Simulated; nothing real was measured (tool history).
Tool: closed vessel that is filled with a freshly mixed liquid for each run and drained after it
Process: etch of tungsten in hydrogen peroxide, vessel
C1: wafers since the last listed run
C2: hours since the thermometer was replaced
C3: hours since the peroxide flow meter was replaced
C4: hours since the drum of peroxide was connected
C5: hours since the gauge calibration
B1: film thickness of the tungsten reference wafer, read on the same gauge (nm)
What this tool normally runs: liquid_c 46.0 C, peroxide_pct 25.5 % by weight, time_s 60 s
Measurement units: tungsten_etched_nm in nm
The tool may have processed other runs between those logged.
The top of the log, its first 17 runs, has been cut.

Run 18, hour 254.3: usual settings; C1 1917; C2 115.5; C3 30.8; C4 37.3; C5 51.5; B1 39.96. Result: tungsten_etched_nm 88.08 nm.
Run 19, hour 260.6: usual settings but time_s 70 s; C1 774; C2 121.8; C3 37.1; C4 43.6; C5 57.8; B1 39.99. Result: tungsten_etched_nm 102.73 nm.
Run 20, hour 277.8: usual settings; C1 2113; C2 139.0; C3 54.3; C4 60.8; C5 75.0; B1 39.98. Result: tungsten_etched_nm 88.57 nm.
Run 21, hour 285.9: usual settings; C1 995; C2 147.1; C3 62.4; C4 68.9; C5 83.1; B1 39.99. Result: tungsten_etched_nm 88.09 nm.
Run 22, hour 292.9: usual settings but liquid_c 51.0 C, time_s 70 s; C1 860; C2 154.1; C3 69.4; C4 75.9; C5 90.1; B1 40.00. Result: tungsten_etched_nm 139.63 nm.
Run 23, hour 309.3: usual settings but peroxide_pct 19.0 % by weight, time_s 85 s; C1 2015; C2 170.5; C3 85.8; C4 92.3; C5 106.5; B1 39.99. Result: tungsten_etched_nm 108.02 nm.
Run 24, hour 351.9: usual settings but liquid_c 37.5 C; C1 5235; C2 213.1; C3 128.4; C4 134.9; C5 149.1; B1 40.00. Result: tungsten_etched_nm 50.13 nm.
Run 25, hour 367.4: usual settings; C1 1904; C2 228.6; C3 143.9; C4 150.4; C5 164.6; B1 39.99. Result: tungsten_etched_nm 87.52 nm.
Run 26, hour 374.5: usual settings; C1 872; C2 235.7; C3 151.0; C4 157.5; C5 171.7; B1 39.99. Result: tungsten_etched_nm 87.25 nm.
Run 27, hour 389.7: usual settings but liquid_c 37.0 C; C1 1868; C2 250.9; C3 166.2; C4 172.7; C5 186.9; B1 39.99. Result: tungsten_etched_nm 48.61 nm.
Run 28, hour 405.9: usual settings but liquid_c 56.0 C, peroxide_pct 23.5 % by weight, time_s 80 s; C1 1990; C2 267.1; C3 182.4; C4 188.9; C5 203.1; B1 39.99. Result: tungsten_etched_nm 203.02 nm.
Run 29, hour 419.0: usual settings but time_s 75 s; C1 1609; C2 280.2; C3 195.5; C4 202.0; C5 216.2; B1 40.01. Result: tungsten_etched_nm 108.27 nm.
Run 30, hour 431.6: usual settings but liquid_c 56.0 C, peroxide_pct 30.0 % by weight, time_s 35 s; C1 1548; C2 292.8; C3 208.1; C4 214.6; C5 228.8; B1 40.00. Result: tungsten_etched_nm 100.87 nm.
Run 31, hour 443.7: usual settings but liquid_c 37.0 C, peroxide_pct 18.5 % by weight, time_s 75 s; C1 1487; C2 304.9; C3 220.2; C4 226.7; C5 240.9; B1 39.98. Result: tungsten_etched_nm 51.63 nm.

Here are 3 independent what-if runs from the current tool condition. What would each one return?
Run A, hour 444.4: usual settings but peroxide_pct 30.0 % by weight; C1 86; C2 305.6; C3 220.9; C4 227.4; C5 241.6; B1 ?. Result: tungsten_etched_nm ?.
Run B, hour 444.4: usual settings but peroxide_pct 18.0 % by weight; C1 86; C2 305.6; C3 220.9; C4 227.4; C5 241.6; B1 ?. Result: tungsten_etched_nm ?.
Run C, hour 444.4: usual settings but liquid_c 40.5 C; C1 86; C2 305.6; C3 220.9; C4 227.4; C5 241.6; B1 ?. Result: tungsten_etched_nm ?.

run     B1  tungsten_etched_nm
  A  40.00               93.13
  B  40.00               72.14
  C  40.00               60.39
Without the tool's unlogged condition, the same runs would have read:
run  tungsten_etched_nm
  A               97.88
  B               75.82
  C               63.55
